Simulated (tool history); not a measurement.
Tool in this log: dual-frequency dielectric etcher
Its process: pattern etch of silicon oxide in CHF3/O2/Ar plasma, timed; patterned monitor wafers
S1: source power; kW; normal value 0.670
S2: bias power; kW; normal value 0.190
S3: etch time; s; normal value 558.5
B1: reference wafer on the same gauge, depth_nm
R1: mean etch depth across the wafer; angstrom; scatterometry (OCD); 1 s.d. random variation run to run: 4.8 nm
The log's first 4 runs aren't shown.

run,day,S1,S2,S3,B1,R1
5,7.442,0.670,0.190,558.5,1120.5,10131
# day 9.088: wet clean of the chamber
6,9.358,0.670,0.190,558.5,1120.2,10792
7,10.546,0.590,0.190,558.5,1119.3,10242
# day 11.304: source power generator calibrated
8,12.621,0.570,0.232,452.0,1119.9,8977
9,15.279,0.530,0.160,601.5,1120.5,9852
10,17.400,0.670,0.190,595.0,1120.1,11255
11,19.800,0.720,0.147,502.5,1120.2,8650
12,22.488,0.670,0.176,558.5,1120.2,10048
13,23.883,0.740,0.190,713.5,1119.8,13675
# day 26.567: wet clean of the chamber
14,26.588,0.600,0.147,558.5,1119.4,9225
15,28.354,0.790,0.143,511.5,1120.4,9101
16,29.988,0.670,0.151,558.5,1120.5,9547
17,31.017,0.790,0.190,558.5,1120.6,11217
18,33.296,0.670,0.190,475.0,1120.6,8974
# day 35.621: upper electrode replaced
19,36.117,0.790,0.190,609.5,1120.3,11986

What will run 20 give?
20,38.858,0.550,0.213,479.5,?,?

Run 20 came out at B1 1120.4, R1 8726 angstrom.
Without the tool's hidden state the same run would have given R1 9145 angstrom.
